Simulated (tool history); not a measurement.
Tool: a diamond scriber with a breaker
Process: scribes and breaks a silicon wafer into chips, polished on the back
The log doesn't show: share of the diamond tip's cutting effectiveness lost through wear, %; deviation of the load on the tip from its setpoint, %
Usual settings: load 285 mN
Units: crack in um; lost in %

run   hour  load  wafers since the last listed run  hours since the diamond tip was replaced  hours since the load on the tip was calibrated  incoming depth of the damage left on the back of the incoming wafer, um  crack   lost
  1    0.0   338                                 0                                     136.2                                          1472.0                                                                     0.03  14.52   5.07
  2   30.7   285                                73                                     166.9                                          1502.7                                                                     0.01  12.92   1.49
  3   55.6   285                                59                                     191.8                                          1527.6                                                                     0.02  12.67   1.49
  4   82.2   285                                63                                     218.4                                          1554.2                                                                     0.03  12.72   1.49
  5  161.2   285                               189                                     297.4                                          1633.2                                                                     0.02  12.66   1.46
  6  185.1   285                                57                                     321.3                                          1657.1                                                                     0.04  12.91   1.49
  7  209.3   285                                58                                     345.5                                          1681.3                                                                     0.03  12.84   1.39
  8  238.5   285                                70                                     374.7                                          1710.5                                                                     0.03  12.78   1.46
     270.4  -- load on the tip recalibrated
  9  271.8   285                                75                                     408.0                                             1.4                                                                     0.03  11.55   0.53
 10  302.0   285                                72                                     438.2                                            31.6                                                                     0.01  11.68   0.55
 11  327.8   285                                61                                     464.0                                            57.4                                                                     0.03  11.66   0.59
 12  340.0   329                                29                                     476.2                                            69.6                                                                     0.03  13.15   1.81
 13  373.7   324                                80                                     509.9                                           103.3                                                                     0.03  12.97   1.79
 14  391.1   343                                41                                     527.3                                           120.7                                                                     0.05  13.43   2.57
 15  426.2   285                                84                                     562.4                                           155.8                                                                     0.02  11.98   0.62
     452.4  -- diamond tip replaced by a new one, of another model than before
 16  461.0   327                                78                                       8.6                                           190.6                                                                     0.01  14.30   5.05
 17  480.0   365                                45                                      27.6                                           209.6                                                                     0.01  16.08  10.37
 18  502.8   285                                54                                      50.4                                           232.4                                                                     0.02  12.31   0.82
 19  534.3   200                                75                                      81.9                                           263.9                                                                     0.02   7.09  21.55
 20  558.3   285                                57                                     105.9                                           287.9                                                                     0.02  12.40   1.01
 21  634.0   261                               181                                     181.6                                           363.6                                                                     0.04  11.15   0.66
 22  653.9   285                                47                                     201.5                                           383.5                                                                     0.03  12.72   1.22

5 ways to go on from here, each from the tool as it stands after run 22. What would each give?
  A  654.5   359                                 1                                     202.1                                           384.1                                                                     0.02      ?     ?
  B  654.5   251                                 1                                     202.1                                           384.1                                                                     0.02      ?     ?
  C  654.5   330                                 1                                     202.1                                           384.1                                                                     0.02      ?     ?
  D  654.5   225                                 1                                     202.1                                           384.1                                                                     0.02      ?     ?
  E  654.5   319                                 1                                     202.1                                           384.1                                                                     0.02      ?     ?

run  crack   lost
  A  16.66  10.70
  B  10.70   1.17
  C  15.18   6.21
  D   9.02   6.10
  E  14.60   4.68
Without the tool's hidden state the same runs would have given:
run  crack   lost
  A  15.29   6.53
  B   9.83   3.05
  C  13.94   3.14
  D   8.28  10.15
  E  13.40   2.12
